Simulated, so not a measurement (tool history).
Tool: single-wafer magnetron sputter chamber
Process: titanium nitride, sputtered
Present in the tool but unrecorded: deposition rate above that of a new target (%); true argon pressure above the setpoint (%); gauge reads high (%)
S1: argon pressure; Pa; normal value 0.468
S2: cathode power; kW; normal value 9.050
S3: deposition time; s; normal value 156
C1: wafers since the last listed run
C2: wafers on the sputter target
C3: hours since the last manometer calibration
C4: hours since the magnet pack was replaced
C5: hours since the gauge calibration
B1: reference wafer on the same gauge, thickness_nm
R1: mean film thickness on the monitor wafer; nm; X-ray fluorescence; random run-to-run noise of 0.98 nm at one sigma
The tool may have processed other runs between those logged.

run,day,S1,S2,S3,C1,C2,C3,C4,C5,B1,R1
1,0.000,0.468,9.050,156,0,448,770.9,5349.9,411.6,216.972,231.185
2,1.229,0.468,9.050,156,416,864,800.4,5379.4,441.1,217.313,231.630
3,2.042,0.468,10.700,156,275,1140,819.9,5398.9,460.6,217.195,272.592
4,5.333,0.468,10.700,156,1116,2256,898.9,5477.9,539.6,216.769,272.667
5,6.783,0.468,9.050,156,491,2748,933.7,5512.7,574.4,216.543,231.409
6,7.654,0.379,10.750,156,295,3043,954.6,5533.6,595.3,216.815,277.828
7,9.104,0.379,10.750,156,491,3534,989.4,5568.4,630.1,216.904,279.940
8,10.446,0.379,10.750,156,454,3989,1021.6,5600.6,662.3,216.875,277.235
9,13.067,0.468,9.050,139,888,4878,1084.5,5663.5,725.2,216.511,203.876
10,13.754,0.468,9.050,156,233,5111,1101.0,5680.0,741.7,217.364,227.778
# day 13.758: gauge calibrated
# day 14.746: magnet pack replaced, of another model than before
# day 17.071: sputter target and shields replaced
11,17.612,0.468,9.050,156,1082,183,1193.6,68.8,92.5,216.990,230.551
12,21.108,0.468,9.050,156,1185,1368,1277.5,152.7,176.4,217.100,230.915
13,22.162,0.468,8.050,156,357,1726,1302.8,178.0,201.7,216.781,206.900
14,22.875,0.468,9.050,156,241,1967,1319.9,195.1,218.8,217.405,231.534
15,24.308,0.468,9.050,156,485,2453,1354.3,229.5,253.2,217.379,229.408
16,24.888,0.647,7.000,184,196,2650,1368.2,243.4,267.1,216.900,205.585
17,25.746,0.573,9.050,156,291,2941,1388.8,264.0,287.7,217.037,226.312
# day 26.354: capacitance manometer re-zeroed and calibrated
18,26.392,0.468,9.050,156,105,3047,0.9,279.5,303.2,216.726,230.634
19,28.029,0.468,10.400,156,555,3602,40.2,318.8,342.5,216.772,265.279
20,32.483,0.352,9.050,156,1510,5112,147.1,425.7,449.4,216.825,232.116
21,33.571,0.566,9.050,136,368,5481,173.2,451.8,475.5,216.702,195.927
22,34.362,0.341,7.200,148,268,5749,192.2,470.8,494.5,217.103,174.680
# day 35.617: sputter target and shields replaced
23,35.638,0.468,7.950,156,319,7,222.8,501.4,525.1,217.012,204.434
24,36.108,0.320,7.950,156,159,166,234.1,512.7,536.4,216.855,207.315
25,37.100,0.468,9.950,156,336,502,257.9,536.5,560.2,217.191,255.346
26,38.204,0.543,7.450,140,374,877,284.4,563.0,586.7,217.502,168.533
27,38.967,0.641,8.050,136,258,1135,302.7,581.3,605.0,217.065,175.954
28,39.788,0.468,10.400,156,278,1414,322.4,601.0,624.7,217.543,265.138
# day 40.796: gauge calibrated
29,40.842,0.468,9.050,156,357,1771,347.7,626.3,1.1,216.690,230.003
30,41.812,0.468,9.050,125,329,2100,371.0,649.6,24.4,216.989,184.717

What if the next run were any one of these 4? Each begins from the tool's condition after run 30:
A,41.829,0.409,9.050,156,5,2106,371.4,650.0,24.8,?,?
B,41.829,0.629,9.050,156,5,2106,371.4,650.0,24.8,?,?
C,41.829,0.608,8.300,156,5,2106,371.4,650.0,24.8,?,?
D,41.829,0.468,6.850,148,5,2106,371.4,650.0,24.8,?,?

run,B1,R1
A,217.012,230.553
B,217.012,224.499
C,217.012,206.415
D,217.012,164.376
Stripped of hidden state, with their random variation kept, the same runs would have yielded:
run,R1
A,231.286
B,225.213
C,207.072
D,164.899
